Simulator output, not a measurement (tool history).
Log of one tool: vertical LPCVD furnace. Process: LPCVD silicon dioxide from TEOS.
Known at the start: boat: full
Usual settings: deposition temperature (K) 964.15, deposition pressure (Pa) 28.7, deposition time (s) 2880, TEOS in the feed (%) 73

run	hour	deposition temperature (K)	deposition pressure (Pa)	deposition time (s)	TEOS in the feed (%)	wafers since the last listed run	hours since the last temperature calibration	hours since the pressure gauge was zeroed	hours since the TEOS flow controller was replaced	hours since the gauge calibration	read-back reference wafer on the same gauge, thickness	film thickness on the monitor wafer in the middle of the boat (nm)
1	0	964.15	28.7	2880	73	0	4237.8	3281.4	5389.6	1651.3	220	245.05
2	57.6	964.15	28.7	2880	73	648	4295.4	3339	5447.2	1708.9	219.94	244.66
3	84.1	964.15	28.7	2880	73	298	4321.9	3365.5	5473.7	1735.4	219.95	244.85
4	219	964.15	28.7	2880	73	1519	4456.8	3500.4	5608.6	1870.3	219.97	245.8
5	283.4	964.15	28.7	2880	73	725	4521.2	3564.8	5673	1934.7	219.89	245.69
6	342.2	964.15	31.3	2880	73	662	4580	3623.6	5731.8	1993.5	220.03	257.58
7	406.1	964.15	28.7	2880	73	719	4643.9	3687.5	5795.7	2057.4	219.97	246.27
8	471.7	964.15	28.7	2880	73	738	4709.5	3753.1	5861.3	2123	220.02	246.25
# hour 517.4: thermocouples replaced and temperature profile calibrated
9	517.9	964.15	28.7	2880	73	250	0.5	3799.3	5907.5	2169.2	219.88	232.34
10	556.4	964.15	28.7	2880	73	433	39	3837.8	5946	2207.7	220.05	232.19
11	594	961.15	28.7	2880	70	423	76.6	3875.4	5983.6	2245.3	220.04	212.39
# hour 625.2: gauge calibrated
# hour 643.3: TEOS flow controller replaced
12	645.9	964.15	28.7	2880	73	314	128.5	3927.3	2.6	20.7	220.04	232.98
# hour 692.9: pressure gauge zeroed
13	708.8	964.15	28.7	1770	73	438	191.4	15.9	65.5	83.6	220.02	146.03
14	768.9	960.15	32.7	2130	87	676	251.5	76	125.6	143.7	220.06	185.51
15	821.6	964.15	28.7	2880	73	593	304.2	128.7	178.3	196.4	219.97	237.74
16	854.3	960.15	25.3	3810	85	368	336.9	161.4	211	229.1	219.85	289.74
17	911.1	956.15	35.3	2880	64	639	393.7	218.2	267.8	285.9	219.94	203.15
18	965.9	957.15	35.3	1800	87	617	448.5	273	322.6	340.7	219.95	151.77
19	1010.9	964.15	28.7	2880	73	506	493.5	318	367.6	385.7	220.07	237.14
20	1037.9	964.15	32.7	2880	85	304	520.5	345	394.6	412.7	220.15	272.44
21	1076.7	964.15	28.7	2880	73	437	559.3	383.8	433.4	451.5	219.93	236.65
22	1110.1	971.15	28.7	2010	73	376	592.7	417.2	466.8	484.9	220.03	195
23	1161.9	964.15	32	3810	85	583	644.5	469	518.6	536.7	220.02	357.42
24	1215.5	964.15	28.7	2880	73	603	698.1	522.6	572.2	590.3	220.01	236.92
25	1271.9	964.15	32	2880	62	635	754.5	579	628.6	646.7	220.07	229.87
26	1300.7	964.15	28.7	2880	73	324	783.3	607.8	657.4	675.5	220.07	237.12
27	1330	964.15	28.7	2880	73	330	812.6	637.1	686.7	704.8	220.01	236.14
28	1389.4	964.15	28.7	3690	63	669	872	696.5	746.1	764.2	220.04	281.57
29	1435	952.15	22	2250	78	513	917.6	742.1	791.7	809.8	219.98	125.24
30	1460	964.15	28.7	2880	73	281	942.6	767.1	816.7	834.8	220.1	237.26
31	1497.6	964.15	22	2880	73	423	980.2	804.7	854.3	872.4	219.97	207.46

Measured less the same run without the tool's hidden state. The same run-to-run variation is in both; the gauge's scatter may not be:
The hidden state here: true tube temperature minus thermocouple reading, K; true pressure minus gauge reading, mTorr; deviation of the TEOS flow from its setpoint, %; gauge reads high (%).
run	film thickness on the monitor wafer in the middle of the boat (nm)
1	+7.33
2	+7.54
3	+7.66
4	+8.24
5	+8.51
6	+9.65
7	+9.06
8	+9.36
9	-4.89
10	-4.96
11	-4.58
12	-5.11
13	-0.1
14	-0.12
15	-0.31
16	-0.56
17	-0.18
18	-0.16
19	-0.5
20	-0.45
21	-0.56
22	-0.5
23	-0.74
24	-0.67
25	-0.53
26	-0.72
27	-0.73
28	-0.9
29	-0.68
30	-0.79
31	-1.21
